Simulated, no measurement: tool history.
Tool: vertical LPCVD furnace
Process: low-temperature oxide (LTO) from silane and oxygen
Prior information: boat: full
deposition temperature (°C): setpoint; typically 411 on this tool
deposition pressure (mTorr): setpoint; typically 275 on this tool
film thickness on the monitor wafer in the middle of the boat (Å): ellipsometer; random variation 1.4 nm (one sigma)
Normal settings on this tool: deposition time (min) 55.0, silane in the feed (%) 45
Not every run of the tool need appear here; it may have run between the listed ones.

run,day,deposition temperature (°C),deposition pressure (mTorr),deposition time (min),silane in the feed (%),wafers since the last listed run,hours since the last temperature calibration,hours since the pressure gauge was zeroed,hours since the silane flow controller was replaced,hours since the gauge calibration,"read-back reference wafer on the same gauge, thickness",film thickness on the monitor wafer in the middle of the boat (Å)
1,0.000,404,295,55.0,45,0,5039.4,1958.1,2545.3,303.3,584.22,6986.9
2,0.762,411,275,55.0,45,237,5057.7,1976.4,2563.6,321.6,583.91,6951.0
3,1.050,411,275,55.0,45,89,5064.6,1983.3,2570.5,328.5,583.97,6968.4
4,1.492,411,275,55.0,45,137,5075.2,1993.9,2581.1,339.1,583.91,6977.5
5,3.238,411,275,55.0,45,543,5117.1,2035.8,2623.0,381.0,584.18,6926.7
6,3.746,405,260,55.0,45,158,5129.3,2048.0,2635.2,393.2,583.82,6173.8
7,4.379,411,275,55.0,45,197,5144.5,2063.2,2650.4,408.4,583.95,6932.3
# day 5.733: pressure gauge zeroed
# day 5.979: thermocouples replaced and temperature profile calibrated
8,6.017,411,275,55.0,45,121,0.9,6.8,2689.7,447.7,584.06,7233.7
9,6.546,411,255,55.0,45,164,13.6,19.5,2702.4,460.4,584.33,6696.8
10,6.933,411,255,55.0,45,120,22.9,28.8,2711.7,469.7,584.16,6687.8
11,7.200,411,255,55.0,45,83,29.3,35.2,2718.1,476.1,583.51,6680.5
12,7.854,411,275,55.0,45,203,45.0,50.9,2733.8,491.8,583.95,7223.2
# day 8.092: gauge calibrated
13,8.521,411,275,55.0,45,207,61.0,66.9,2749.8,10.3,584.21,7234.6
14,8.917,411,275,55.0,45,123,70.5,76.4,2759.3,19.8,583.69,7193.4
15,9.367,411,275,55.0,45,140,81.3,87.2,2770.1,30.6,584.23,7203.9
16,9.992,411,255,76.0,50,194,96.3,102.2,2785.1,45.6,583.96,10167.0
17,10.404,411,245,62.0,49,128,106.2,112.1,2795.0,55.5,584.04,7800.4
18,10.892,411,275,55.0,45,151,117.9,123.8,2806.7,67.2,584.19,7182.2
19,11.500,422,335,55.0,43,189,132.5,138.4,2821.3,81.8,583.84,9358.4
# day 13.804: silane flow controller replaced
20,13.825,411,340,43.0,50,412,188.3,194.2,0.5,137.6,584.07,7665.2
21,14.008,411,275,75.5,50,57,192.7,198.6,4.9,142.0,584.09,10850.1
22,14.192,411,275,55.0,41,57,197.1,203.0,9.3,146.4,583.65,6509.5
23,14.375,406,275,55.0,37,57,201.5,207.4,13.7,150.8,583.80,5462.4

Forecast run 24:
24,14.867,411,275,55.0,45,153,213.3,219.2,25.5,162.6,?,?

read-back reference wafer on the same gauge, thickness: 584.42
film thickness on the monitor wafer in the middle of the boat (Å): 7190.2
With the hidden condition absent and the run-to-run variation left alone, this run would have shown film thickness on the monitor wafer in the middle of the boat (Å) 7262.7.

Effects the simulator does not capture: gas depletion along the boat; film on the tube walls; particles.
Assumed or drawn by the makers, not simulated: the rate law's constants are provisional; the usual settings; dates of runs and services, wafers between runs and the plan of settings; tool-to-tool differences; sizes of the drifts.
